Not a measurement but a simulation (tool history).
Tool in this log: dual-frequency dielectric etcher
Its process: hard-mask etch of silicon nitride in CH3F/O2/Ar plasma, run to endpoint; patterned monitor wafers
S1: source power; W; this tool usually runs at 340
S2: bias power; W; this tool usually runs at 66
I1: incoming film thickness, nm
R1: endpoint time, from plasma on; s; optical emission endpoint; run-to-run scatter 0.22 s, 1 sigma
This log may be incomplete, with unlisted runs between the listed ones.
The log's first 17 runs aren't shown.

{"run": 18, "day": 8.712, "S1": 290, "S2": 81, "I1": 35.72, "R1": 55.2}
{"run": 19, "day": 9.008, "S1": 370, "S2": 71, "I1": 35.61, "R1": 54.8}
{"run": 20, "day": 9.658, "S1": 410, "S2": 60, "I1": 35.73, "R1": 57.4}
{"day": 10.254, "done": "source power generator calibrated"}
{"run": 21, "day": 10.362, "S1": 340, "S2": 66, "I1": 35.82, "R1": 58}
{"run": 22, "day": 10.917, "S1": 380, "S2": 71, "I1": 35.41, "R1": 54}
{"run": 23, "day": 11.254, "S1": 400, "S2": 54, "I1": 35.53, "R1": 60}
{"run": 24, "day": 11.521, "S1": 280, "S2": 66, "I1": 35.51, "R1": 60.7}
{"run": 25, "day": 12.138, "S1": 340, "S2": 66, "I1": 35.59, "R1": 57.7}
{"day": 12.671, "done": "bias power generator calibrated"}
{"run": 26, "day": 12.692, "S1": 340, "S2": 66, "I1": 35.52, "R1": 58.1}
{"run": 27, "day": 13.096, "S1": 300, "S2": 66, "I1": 35.68, "R1": 60.3}
{"run": 28, "day": 13.812, "S1": 290, "S2": 81, "I1": 35.21, "R1": 55.3}
{"run": 29, "day": 15.721, "S1": 310, "S2": 73, "I1": 35.55, "R1": 57.5}
{"run": 30, "day": 16.346, "S1": 410, "S2": 50, "I1": 35.74, "R1": 62.8}
{"run": 31, "day": 17.029, "S1": 340, "S2": 72, "I1": 35.42, "R1": 56.1}
{"run": 32, "day": 17.312, "S1": 410, "S2": 55, "I1": 35.4, "R1": 59.9}
{"run": 33, "day": 17.979, "S1": 400, "S2": 52, "I1": 35.91, "R1": 63.3}
{"run": 34, "day": 18.3, "S1": 290, "S2": 78, "I1": 35.35, "R1": 56.7}
{"run": 35, "day": 18.929, "S1": 340, "S2": 66, "I1": 35.6, "R1": 59.2}
{"run": 36, "day": 19.408, "S1": 260, "S2": 78, "I1": 35.51, "R1": 58.9}

What if the next run were any one of these 3? Each begins from the tool's condition after run 36:
{"run": "A", "day": 19.425, "S1": 340, "S2": 66, "I1": 35.75, "R1": "?"}
{"run": "B", "day": 19.425, "S1": 340, "S2": 59, "I1": 35.75, "R1": "?"}
{"run": "C", "day": 19.425, "S1": 280, "S2": 59, "I1": 35.75, "R1": "?"}

run=A R1=59
run=B R1=61.9
run=C R1=65.2
The same runs, with their run-to-run variation unchanged, on a tool lacking any hidden condition would have given:
run=A R1=57.1
run=B R1=59.9
run=C R1=63.1

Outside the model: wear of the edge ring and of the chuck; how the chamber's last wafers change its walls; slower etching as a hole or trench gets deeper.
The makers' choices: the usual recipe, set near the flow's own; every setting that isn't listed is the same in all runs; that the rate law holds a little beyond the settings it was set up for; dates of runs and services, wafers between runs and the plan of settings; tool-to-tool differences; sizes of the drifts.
